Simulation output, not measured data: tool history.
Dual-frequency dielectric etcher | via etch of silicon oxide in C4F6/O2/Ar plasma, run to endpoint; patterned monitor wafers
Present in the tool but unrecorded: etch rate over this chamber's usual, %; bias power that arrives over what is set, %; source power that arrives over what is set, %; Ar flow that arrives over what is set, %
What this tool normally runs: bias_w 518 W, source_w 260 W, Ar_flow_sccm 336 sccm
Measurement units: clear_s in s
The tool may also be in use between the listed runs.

| run | hour | bias_w | source_w | Ar_flow_sccm | wafers since the last listed run | hours since the last wet clean | hours since the last bias power generator calibration | hours since the last source power generator calibration | hours since the last Ar flow controller change | hours since the last upper electrode change | incoming incoming film thickness, nm | clear_s |
|---|---|---|---|---|---|---|---|---|---|---|---|---|
| 1 | 0 | 518 | 310 | 314 | 0 | 13.5 | 3294 | 3796.1 | 5148.5 | 4586.6 | 76.2 | 17.4 |
| 2 | 16.7 | 518 | 300 | 336 | 164 | 30.2 | 3310.7 | 3812.8 | 5165.2 | 4603.3 | 76.1 | 17.7 |
| 3 | 29.2 | 518 | 260 | 336 | 123 | 42.7 | 3323.2 | 3825.3 | 5177.7 | 4615.8 | 75.2 | 18.9 |
| 4 | 45.2 | 518 | 260 | 336 | 157 | 58.7 | 3339.2 | 3841.3 | 5193.7 | 4631.8 | 75.5 | 18.9 |
| 5 | 66.6 | 518 | 260 | 336 | 211 | 80.1 | 3360.6 | 3862.7 | 5215.1 | 4653.2 | 75.1 | 18.8 |
| 6 | 93.7 | 518 | 270 | 336 | 267 | 107.2 | 3387.7 | 3889.8 | 5242.2 | 4680.3 | 76.1 | 18.7 |
| 7 | 124.2 | 518 | 270 | 336 | 301 | 137.7 | 3418.2 | 3920.3 | 5272.7 | 4710.8 | 75.3 | 18.6 |
| 8 | 157.1 | 518 | 280 | 336 | 324 | 170.6 | 3451.1 | 3953.2 | 5305.6 | 4743.7 | 75.2 | 18.5 |
| 9 | 190.9 | 518 | 280 | 336 | 333 | 204.4 | 3484.9 | 3987 | 5339.4 | 4777.5 | 75.5 | 18.5 |
| 10 | 214.6 | 518 | 280 | 336 | 233 | 228.1 | 3508.6 | 4010.7 | 5363.1 | 4801.2 | 75.5 | 18.7 |
| 11 | 262.1 | 518 | 260 | 336 | 468 | 275.6 | 3556.1 | 4058.2 | 5410.6 | 4848.7 | 76.1 | 19.4 |
| 12 | 283.3 | 518 | 260 | 336 | 209 | 296.8 | 3577.3 | 4079.4 | 5431.8 | 4869.9 | 75.8 | 19.6 |
| 13 | 304.8 | 403 | 220 | 287 | 212 | 318.3 | 3598.8 | 4100.9 | 5453.3 | 4891.4 | 75.7 | 24.5 |
| 14 | 320.7 | 518 | 260 | 371 | 156 | 334.2 | 3614.7 | 4116.8 | 5469.2 | 4907.3 | 75.6 | 19.7 |
| 15 | 342.9 | 446 | 260 | 366 | 219 | 356.4 | 3636.9 | 4139 | 5491.4 | 4929.5 | 75.9 | 22 |
|  | 361.8 | bias power generator calibrated |
|  | 368 | Ar flow controller replaced |
| 16 | 372.4 | 599 | 200 | 381 | 192 | 385.9 | 10.6 | 4168.5 | 4.4 | 4959 | 76.1 | 21.4 |
| 17 | 398.6 | 518 | 260 | 336 | 258 | 412.1 | 36.8 | 4194.7 | 30.6 | 4985.2 | 75.9 | 19.7 |
|  | 420.7 | source power generator calibrated |
|  | 432 | wet clean of the chamber |
|  | 447.1 | upper electrode replaced |
| 18 | 447.6 | 518 | 200 | 336 | 183 | 15.6 | 85.8 | 26.9 | 79.6 | 0.5 | 75.2 | 21.7 |
| 19 | 447.9 | 518 | 240 | 336 | 2 | 15.9 | 86.1 | 27.2 | 79.9 | 0.8 | 75.5 | 19.6 |
| 20 | 458.7 | 518 | 260 | 408 | 106 | 26.7 | 96.9 | 38 | 90.7 | 11.6 | 75.6 | 19.2 |
| 21 | 478.4 | 518 | 260 | 336 | 194 | 46.4 | 116.6 | 57.7 | 110.4 | 31.3 | 75 | 18.8 |
| 22 | 552.2 | 598 | 240 | 412 | 728 | 120.2 | 190.4 | 131.5 | 184.2 | 105.1 | 76.4 | 18.9 |
| 23 | 581.2 | 427 | 260 | 336 | 286 | 149.2 | 219.4 | 160.5 | 213.2 | 134.1 | 75.8 | 21.6 |

Hidden condition of the tool, last listed run before each entry between runs versus first listed run after:
Run 15 -> run 16: bias power generator calibrated (hour 361.8); Ar flow controller replaced (hour 368)
  etch rate over this chamber's usual, %: -3.84 -> -4.16
  measured less the result without the state, clear_s: +0.8 -> +0.9 s
Run 17 -> run 18: source power generator calibrated (hour 420.7); wet clean of the chamber (hour 432); upper electrode replaced (hour 447.1)
  etch rate over this chamber's usual, %: -4.45 -> 0.0812
  measured less the result without the state, clear_s: +0.8 -> -0.1 s

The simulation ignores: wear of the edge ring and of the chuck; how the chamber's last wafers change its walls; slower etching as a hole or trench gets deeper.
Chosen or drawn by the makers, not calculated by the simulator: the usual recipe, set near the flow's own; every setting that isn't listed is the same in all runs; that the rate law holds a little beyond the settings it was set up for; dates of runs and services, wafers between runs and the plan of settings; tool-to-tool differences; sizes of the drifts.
